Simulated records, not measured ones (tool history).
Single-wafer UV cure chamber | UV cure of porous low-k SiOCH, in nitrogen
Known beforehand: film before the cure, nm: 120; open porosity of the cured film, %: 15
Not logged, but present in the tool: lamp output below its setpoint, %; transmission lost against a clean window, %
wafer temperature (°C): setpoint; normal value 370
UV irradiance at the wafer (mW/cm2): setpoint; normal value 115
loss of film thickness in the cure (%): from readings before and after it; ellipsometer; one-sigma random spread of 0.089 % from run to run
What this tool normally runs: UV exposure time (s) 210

run,hour,wafer temperature (°C),UV exposure time (s),UV irradiance at the wafer (mW/cm2),wafers since the last listed run,hours since the UV bulbs were replaced,wafers since the quartz window was cleaned,loss of film thickness in the cure (%)
1,0.0,375,210,93,0,1175.4,4696,9.171
# hour 15.7: quartz window cleaned
2,78.5,375,210,93,777,1253.9,692,9.350
3,160.2,370,210,115,900,1335.6,1593,10.218
# hour 368.5: quartz window cleaned
4,390.5,370,210,115,2450,1565.9,243,10.128
5,479.8,370,210,137,984,1655.2,1227,10.696
6,540.5,370,210,137,669,1715.9,1896,10.654
7,578.9,370,210,137,423,1754.3,2319,10.675
8,628.6,370,210,129,547,1804.0,2867,10.442
9,679.0,351,210,139,555,1854.4,3422,10.719
# hour 710.2: quartz window cleaned
# hour 757.9: UV bulbs replaced
10,761.5,370,290,127,732,3.6,477,11.819
11,798.5,370,210,129,407,40.6,885,10.596
12,906.5,379,275,125,1190,148.6,2075,11.617
13,968.1,370,210,115,678,210.2,2754,10.073
14,1055.4,379,210,88,962,297.5,3716,9.087
15,1100.5,370,210,141,497,342.6,4213,10.949
# hour 1132.2: quartz window cleaned
16,1141.6,388,210,144,364,383.7,103,11.214
17,1188.0,370,210,115,511,430.1,614,10.013

For each entry between runs, how does the tool's hidden state at the last listed run before it compare with that at the first listed run after it?
From run 1 to run 2: quartz window cleaned (hour 15.7)
  nothing in the hidden state changes from one run to the other
From run 3 to run 4: quartz window cleaned (hour 368.5)
  nothing in the hidden state changes from one run to the other
From run 9 to run 10: quartz window cleaned (hour 710.2); UV bulbs replaced (hour 757.9)
  nothing in the hidden state changes from one run to the other
From run 15 to run 16: quartz window cleaned (hour 1132.2)
  nothing in the hidden state changes from one run to the other
